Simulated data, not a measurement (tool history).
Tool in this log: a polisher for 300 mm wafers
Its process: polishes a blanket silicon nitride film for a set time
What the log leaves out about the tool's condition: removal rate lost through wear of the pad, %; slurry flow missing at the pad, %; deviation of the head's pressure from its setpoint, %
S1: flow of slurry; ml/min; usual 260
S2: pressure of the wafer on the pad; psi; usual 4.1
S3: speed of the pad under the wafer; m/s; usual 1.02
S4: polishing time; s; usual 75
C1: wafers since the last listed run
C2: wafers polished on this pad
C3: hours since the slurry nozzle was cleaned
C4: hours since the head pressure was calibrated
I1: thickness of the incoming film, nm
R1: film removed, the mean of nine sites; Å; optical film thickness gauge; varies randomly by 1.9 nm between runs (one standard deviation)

run,hour,S1,S2,S3,S4,C1,C2,C3,C4,I1,R1
1,0.0,260,4.1,1.02,75,0,1977,247.8,260.3,922.5,1219
2,30.5,260,4.1,1.02,75,410,2388,278.3,290.8,906.3,1243
3,47.9,260,4.1,1.02,75,234,2623,295.7,308.2,907.8,1229
4,63.0,260,4.1,1.02,75,203,2826,310.8,323.3,907.9,1211
5,83.5,260,4.1,1.02,75,276,3102,331.3,343.8,939.4,1206
6,109.5,315,4.1,1.02,57,350,3452,357.3,369.8,919.3,950
# hour 113.7: slurry nozzle cleaned
# hour 118.3: worn pad replaced by a new one
7,129.1,315,4.1,1.02,57,196,145,15.4,389.4,913.2,991
8,145.0,235,4.1,1.02,75,214,359,31.3,405.3,910.9,1250
9,173.6,235,4.1,1.02,75,385,744,59.9,433.9,906.4,1252
10,203.4,235,4.1,1.02,75,401,1146,89.7,463.7,914.6,1243
11,217.2,330,4.1,1.02,83,185,1331,103.5,477.5,924.1,1447
12,238.3,260,4.1,1.02,75,284,1616,124.6,498.6,920.8,1243
13,264.5,260,4.1,1.02,75,352,1968,150.8,524.8,922.9,1241
14,351.5,260,4.1,1.02,75,1171,3140,237.8,611.8,930.2,1204
15,368.1,260,4.1,1.02,75,223,3364,254.4,628.4,923.2,1212
# hour 379.5: worn pad replaced by a new one
16,381.1,260,4.1,1.02,75,121,21,267.4,641.4,915.1,1178
17,415.4,260,4.1,1.02,75,461,483,301.7,675.7,907.7,1219
18,443.2,260,3.6,1.02,75,374,858,329.5,703.5,920.9,1042
# hour 475.4: slurry nozzle cleaned
19,475.9,260,4.5,1.20,65,426,1285,0.5,736.2,926.4,1390
20,499.2,175,4.1,1.30,91,313,1598,23.8,759.5,918.8,1783
21,525.8,260,4.1,1.02,75,358,1957,50.4,786.1,925.7,1282
22,540.6,210,5.4,1.02,68,199,2156,65.2,800.9,923.0,1459
23,559.9,260,4.1,1.32,97,259,2416,84.5,820.2,907.7,2027
# hour 631.7: worn pad replaced by a new one
24,644.4,170,2.8,0.66,57,1084,171,169.0,904.7,924.1,414
25,658.6,320,4.1,0.68,75,191,362,183.2,918.9,921.7,916
26,677.0,260,3.7,1.02,75,247,610,201.6,937.3,919.0,1094
27,697.1,210,4.1,1.02,75,270,880,221.7,957.4,905.7,1154
28,713.1,175,3.3,1.24,86,215,1096,237.7,973.4,921.7,1142
29,749.0,260,4.1,1.02,75,483,1579,273.6,1009.3,921.3,1165
# hour 767.6: head pressure recalibrated
30,768.1,260,4.1,1.02,75,230,1810,292.7,0.5,909.3,1176
31,798.5,260,4.1,1.02,75,409,2219,323.1,30.9,902.2,1171
# hour 838.3: slurry nozzle cleaned
32,840.8,260,4.1,1.02,75,556,2775,2.5,73.2,931.5,1321
# hour 848.5: worn pad replaced by a new one
33,867.7,235,4.1,1.02,75,308,258,29.4,100.1,923.1,1247
34,899.8,180,4.1,1.02,75,432,690,61.5,132.2,917.6,1207
35,926.6,260,4.1,1.18,95,360,1051,88.3,159.0,933.7,1835
36,1014.4,210,5.4,1.02,68,1182,2233,176.1,246.8,921.1,1405
37,1041.4,260,4.1,0.70,75,363,2597,203.1,273.8,919.9,916
# hour 1059.0: worn pad replaced by a new one
38,1059.5,260,4.1,1.02,63,189,7,221.2,291.9,901.3,1026

Here are 3 independent what-if runs from the current tool condition. What would each one return?
A,1059.9,175,4.1,1.02,75,5,12,221.6,292.3,919.6,?
B,1059.9,215,3.0,1.20,88,5,12,221.6,292.3,919.6,?
C,1059.9,305,4.1,1.02,97,5,12,221.6,292.3,919.6,?

run,R1
A,1096
B,1131
C,1600
What these runs would have given with no unlogged condition in the tool:
run,R1
A,1220
B,1233
C,1699

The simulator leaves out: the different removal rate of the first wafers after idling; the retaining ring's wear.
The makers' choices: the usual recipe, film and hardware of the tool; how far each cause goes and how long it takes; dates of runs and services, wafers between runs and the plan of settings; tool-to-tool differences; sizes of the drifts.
